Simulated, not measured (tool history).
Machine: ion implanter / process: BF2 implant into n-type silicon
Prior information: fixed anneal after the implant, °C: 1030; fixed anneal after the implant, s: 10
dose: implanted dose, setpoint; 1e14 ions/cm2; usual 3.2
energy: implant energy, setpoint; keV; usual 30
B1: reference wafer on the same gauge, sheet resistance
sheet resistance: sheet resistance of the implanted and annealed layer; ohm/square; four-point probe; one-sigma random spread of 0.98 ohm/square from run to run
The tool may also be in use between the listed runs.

run 1 hour=0 | dose=3.2 energy=30 | B1=410.2 | sheet_resistance=381.89
run 2 hour=44.9 | dose=3.2 energy=30 | B1=410.16 | sheet_resistance=380.51
run 3 hour=76 | dose=3.2 energy=30 | B1=410.48 | sheet_resistance=382.84
run 4 hour=147.3 | dose=3.2 energy=24 | B1=409.92 | sheet_resistance=392.12
run 5 hour=185.6 | dose=3.2 energy=24 | B1=410.01 | sheet_resistance=392.29
run 6 hour=239.7 | dose=3.2 energy=24 | B1=409.85 | sheet_resistance=393.82
run 7 hour=279.1 | dose=3.2 energy=30 | B1=409.69 | sheet_resistance=384.34
run 8 hour=319.1 | dose=3.2 energy=30 | B1=410.07 | sheet_resistance=386.19
run 9 hour=359.3 | dose=3.2 energy=30 | B1=409.56 | sheet_resistance=386.75
run 10 hour=414.3 | dose=3.2 energy=30 | B1=409.76 | sheet_resistance=386.34
run 11 hour=462.5 | dose=3.2 energy=30 | B1=409.99 | sheet_resistance=387.98
run 12 hour=504.5 | dose=3.2 energy=30 | B1=410.13 | sheet_resistance=386.84
run 13 hour=554.2 | dose=3.2 energy=30 | B1=410.26 | sheet_resistance=386.32
run 14 hour=603.4 | dose=3.2 energy=30 | B1=409.7 | sheet_resistance=389.5
run 15 hour=667.4 | dose=3.2 energy=30 | B1=409.92 | sheet_resistance=389.04
run 16 hour=713.6 | dose=3.2 energy=30 | B1=409.88 | sheet_resistance=386.46
run 17 hour=788 | dose=3.85 energy=30 | B1=410.03 | sheet_resistance=331.36
run 18 hour=862.5 | dose=3.68 energy=27 | B1=409.97 | sheet_resistance=349.95
-- hour=911.6 extraction supply calibrated
run 19 hour=932.7 | dose=3.2 energy=30 | B1=410.18 | sheet_resistance=390.81
run 20 hour=966.1 | dose=3.2 energy=30 | B1=410.09 | sheet_resistance=392.44
run 21 hour=1024.2 | dose=4.11 energy=25.5 | B1=409.87 | sheet_resistance=319.71
run 22 hour=1071.2 | dose=2.65 energy=34.5 | B1=410.03 | sheet_resistance=451.94
run 23 hour=1116.2 | dose=3.83 energy=21 | B1=409.52 | sheet_resistance=349.53
-- hour=1161.3 Faraday cup replaced and dose calibrated
run 24 hour=1180.5 | dose=3.58 energy=35.5 | B1=410.23 | sheet_resistance=338.87
-- hour=1208.1 gauge calibrated
run 25 hour=1234.7 | dose=3.2 energy=30 | B1=410.11 | sheet_resistance=381.87
run 26 hour=1280.2 | dose=3.2 energy=30 | B1=409.97 | sheet_resistance=381.61
run 27 hour=1322.9 | dose=2.56 energy=34 | B1=410.05 | sheet_resistance=456.12
run 28 hour=1373.5 | dose=2.38 energy=21 | B1=409.75 | sheet_resistance=512.31
run 29 hour=1431.3 | dose=3.2 energy=30 | B1=410.05 | sheet_resistance=384.22
run 30 hour=1455.5 | dose=2.9 energy=30 | B1=410.14 | sheet_resistance=417.97
run 31 hour=1480.5 | dose=3.2 energy=20.5 | B1=410.16 | sheet_resistance=401.9
run 32 hour=1550.1 | dose=3.61 energy=20 | B1=410.24 | sheet_resistance=363.07
run 33 hour=1590.4 | dose=2.66 energy=26.5 | B1=410.12 | sheet_resistance=457.44
run 34 hour=1646.5 | dose=3.74 energy=27 | B1=410.02 | sheet_resistance=342.89

State the hidden condition of the tool at each of the runs:
deviation of the true energy from its setpoint, %: 0 at every run
gauge reads high (%): 0 at every run
H1: deviation of the true dose from the Faraday cup's reading, %
run=1 H1=0.22
run=2 H1=-0.0847
run=3 H1=-0.279
run=4 H1=-0.679
run=5 H1=-0.87
run=6 H1=-1.11
run=7 H1=-1.28
run=8 H1=-1.43
run=9 H1=-1.56
run=10 H1=-1.74
run=11 H1=-1.87
run=12 H1=-1.98
run=13 H1=-2.09
run=14 H1=-2.19
run=15 H1=-2.31
run=16 H1=-2.38
run=17 H1=-2.49
run=18 H1=-2.58
run=19 H1=-2.65
run=20 H1=-2.68
run=21 H1=-2.73
run=22 H1=-2.77
run=23 H1=-2.8
run=24 H1=0.451
run=25 H1=0.0665
run=26 H1=-0.224
run=27 H1=-0.472
run=28 H1=-0.737
run=29 H1=-1.01
run=30 H1=-1.11
run=31 H1=-1.21
run=32 H1=-1.47
run=33 H1=-1.6
run=34 H1=-1.77

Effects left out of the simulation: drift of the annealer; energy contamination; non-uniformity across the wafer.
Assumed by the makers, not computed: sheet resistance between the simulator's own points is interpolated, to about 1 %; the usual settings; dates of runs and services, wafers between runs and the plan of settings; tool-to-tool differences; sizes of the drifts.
